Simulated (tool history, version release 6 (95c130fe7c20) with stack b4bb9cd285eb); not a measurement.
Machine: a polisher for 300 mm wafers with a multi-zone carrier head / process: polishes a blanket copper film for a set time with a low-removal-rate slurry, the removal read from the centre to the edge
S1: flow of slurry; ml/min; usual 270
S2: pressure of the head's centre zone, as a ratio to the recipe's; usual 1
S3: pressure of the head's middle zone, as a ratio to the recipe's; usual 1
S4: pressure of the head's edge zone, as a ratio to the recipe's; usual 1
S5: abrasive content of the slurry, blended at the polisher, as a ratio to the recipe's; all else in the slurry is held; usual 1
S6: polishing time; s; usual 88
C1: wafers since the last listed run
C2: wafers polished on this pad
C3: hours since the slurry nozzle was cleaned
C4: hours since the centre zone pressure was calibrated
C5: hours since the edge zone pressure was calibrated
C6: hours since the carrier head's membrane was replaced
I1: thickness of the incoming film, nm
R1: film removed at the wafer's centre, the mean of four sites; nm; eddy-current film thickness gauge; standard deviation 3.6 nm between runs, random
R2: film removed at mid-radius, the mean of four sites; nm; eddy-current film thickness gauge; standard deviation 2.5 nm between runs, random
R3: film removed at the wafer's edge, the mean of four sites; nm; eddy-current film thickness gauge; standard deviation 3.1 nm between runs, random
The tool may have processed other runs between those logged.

run,hour,S1,S2,S3,S4,S5,S6,C1,C2,C3,C4,C5,C6,I1,R1,R2,R3
1,0,270,1,1,1,1,63,0,1550,512.6,734.4,214.3,2116.1,923.5,152.5,150.1,145.6
# hour 45.6: carrier head's membrane replaced by a new one
2,46.1,270,1,1,1,1,63,302,1852,558.7,780.5,260.4,0.5,934.4,145.7,146,145.1
3,102.1,270,1,1,1,1,88,411,2264,614.7,836.5,316.4,56.5,943.7,212,204.7,204.8
4,139.2,270,1,1,1,1,88,272,2537,651.8,873.6,353.5,93.6,928.5,205.6,196.6,202.2
# hour 156.2: slurry nozzle cleaned
5,181.5,270,1,1,1,1,88,303,2840,25.3,915.9,395.8,135.9,936.8,218,217.3,208.4
# hour 204.6: worn pad replaced by a new one
# hour 207.8: centre zone pressure recalibrated
6,236.6,270,1,1.08,1,1,88,360,220,80.4,28.8,450.9,191,949.4,230.6,242,230.9
# hour 302: edge zone pressure recalibrated
7,306.6,270,1,0.94,0.97,0.8,114,499,720,150.4,98.8,4.6,261,925.8,276.3,255.1,267.6
8,339.7,315,1.07,1,1.08,1,88,243,963,183.5,131.9,37.7,294.1,937,244.2,218.9,227.6
9,390.5,270,0.92,1,1,1,88,373,1336,234.3,182.7,88.5,344.9,957.1,204.4,214.4,209.5
10,453.1,215,1.1,1,0.91,1,88,460,1796,296.9,245.3,151.1,407.5,930.1,228.9,205.2,198.7
11,490.5,270,1,1,1,1,70,274,2071,334.3,282.7,188.5,444.9,947.6,170.7,164.1,164.3
12,543.7,270,1,1,1,1,88,390,2462,387.5,335.9,241.7,498.1,941.2,214.3,205.5,203.8
# hour 557.7: worn pad replaced by a new one
13,575.9,190,1.09,1,1,1.3,88,207,133,419.7,368.1,273.9,530.3,940.6,254.6,224.2,220.9
14,644.6,270,0.94,1.02,1,1,88,504,638,488.4,436.8,342.6,599,948.2,206.9,224.4,210.6
15,704.9,295,1,1,1.06,1,88,443,1081,548.7,497.1,402.9,659.3,942.1,214,214.7,219.7
# hour 734.2: slurry nozzle cleaned
16,746,205,0.95,1,1,1,88,294,1376,11.8,538.2,444,700.4,934.4,204.7,210.2,213.1
17,811,270,1,1,0.95,1,88,477,1853,76.8,603.2,509,765.4,945.8,220.5,212.7,208.1
18,879.8,190,1,1,1,1,88,505,2359,145.6,672,577.8,834.2,946.8,206.1,206.4,210.4
# hour 955.5: worn pad replaced by a new one
# hour 975.1: edge zone pressure recalibrated
19,1021.8,270,1,1,1,1,88,999,472,287.6,814,46.7,976.2,925.7,229.5,222,221.8
20,1059.8,365,0.97,0.94,1,1,88,279,752,325.6,852,84.7,1014.2,962,228,211.6,223.8

Each row is a separate what-if for the run after 20, all from the same tool condition, not one after another. Results?
A,1060.2,270,1,1,1,1,116,2,755,326,852.4,85.1,1014.6,949.1,?,?,?
B,1060.2,270,1,0.88,1,1,88,2,755,326,852.4,85.1,1014.6,949.1,?,?,?
C,1060.2,355,1,1,1,1,88,2,755,326,852.4,85.1,1014.6,949.1,?,?,?
D,1060.2,270,1,1,1.08,1,58,2,755,326,852.4,85.1,1014.6,949.1,?,?,?
E,1060.2,270,1,1,1,1,105,2,755,326,852.4,85.1,1014.6,949.1,?,?,?

run,R1,R2,R3
A,292.4,290.4,281.7
B,221.6,198,214
C,228.6,226.4,218.1
D,146.2,145.2,146.3
E,264.7,262.8,255
With the hidden condition removed and each run's random variation left untouched, the same runs would have given:
run,R1,R2,R3
A,318.3,315.2,303.8
B,241.3,214.9,230.8
C,247.4,244.4,234.4
D,159.2,157.6,157.8
E,288.1,285.3,275

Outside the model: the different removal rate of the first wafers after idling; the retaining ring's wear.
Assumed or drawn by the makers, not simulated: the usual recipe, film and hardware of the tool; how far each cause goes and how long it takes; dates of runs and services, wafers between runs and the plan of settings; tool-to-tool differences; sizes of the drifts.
